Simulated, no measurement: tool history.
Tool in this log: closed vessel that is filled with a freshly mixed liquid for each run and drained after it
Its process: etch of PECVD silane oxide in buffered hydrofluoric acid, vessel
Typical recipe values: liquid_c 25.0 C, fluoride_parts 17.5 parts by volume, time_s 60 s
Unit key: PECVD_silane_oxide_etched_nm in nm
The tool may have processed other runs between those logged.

| run | hour | liquid_c | fluoride_parts | time_s | read-back film thickness of the PECVD silane oxide reference wafer, read on the same gauge (nm) | PECVD_silane_oxide_etched_nm |
|---|---|---|---|---|---|---|
| 1 | 0.0 | 25.0 | 17.5 | 60 | 70.00 | 80.19 |
| 2 | 59.9 | 25.0 | 14.0 | 60 | 70.02 | 99.50 |
| 3 | 90.4 | 25.0 | 17.5 | 60 | 70.00 | 79.90 |
| 4 | 129.5 | 25.0 | 17.5 | 60 | 70.00 | 80.64 |
| 5 | 159.2 | 21.0 | 17.5 | 60 | 70.01 | 64.69 |
| 6 | 186.2 | 21.0 | 17.5 | 60 | 70.02 | 64.18 |
| 7 | 246.3 | 21.0 | 17.5 | 60 | 70.02 | 64.04 |
|  | 253.0 | gauge calibrated |
| 8 | 282.7 | 27.0 | 17.5 | 60 | 70.01 | 89.78 |
|  | 300.1 | hydrofluoric acid flow meter replaced |
| 9 | 343.3 | 28.0 | 22.5 | 40 | 69.99 | 51.83 |
|  | 407.2 | hydrofluoric acid flow meter replaced, repeated, since the last time left the tool worse |
| 10 | 415.1 | 21.5 | 11.5 | 85 | 70.01 | 134.33 |
|  | 469.6 | thermometer replaced |
| 11 | 480.7 | 20.5 | 10.5 | 85 | 70.00 | 140.93 |
| 12 | 583.0 | 25.0 | 17.5 | 60 | 70.00 | 77.33 |
| 13 | 622.0 | 25.0 | 17.5 | 50 | 70.00 | 64.51 |
| 14 | 689.6 | 26.5 | 11.5 | 85 | 70.01 | 180.67 |
| 15 | 760.8 | 29.0 | 14.5 | 90 | 70.00 | 174.45 |

Below are 5 alternative next runs, each starting from the tool's condition after run 15. Predict each:
| A | 761.5 | 25.0 | 15.5 | 60 | ? | ? |
| B | 761.5 | 28.0 | 23.5 | 60 | ? | ? |
| C | 761.5 | 25.0 | 17.5 | 95 | ? | ? |
| D | 761.5 | 27.5 | 21.5 | 60 | ? | ? |
| E | 761.5 | 23.5 | 23.0 | 60 | ? | ? |

| run | read-back film thickness of the PECVD silane oxide reference wafer, read on the same gauge (nm) | PECVD_silane_oxide_etched_nm |
|---|---|---|
| A | 70.01 | 88.61 |
| B | 70.01 | 72.09 |
| C | 70.01 | 124.51 |
| D | 70.01 | 74.59 |
| E | 70.01 | 57.32 |
With no hidden state in the tool, these same runs would have given:
| run | PECVD_silane_oxide_etched_nm |
|---|---|
| A | 86.72 |
| B | 71.01 |
| C | 121.85 |
| D | 73.48 |
| E | 56.46 |
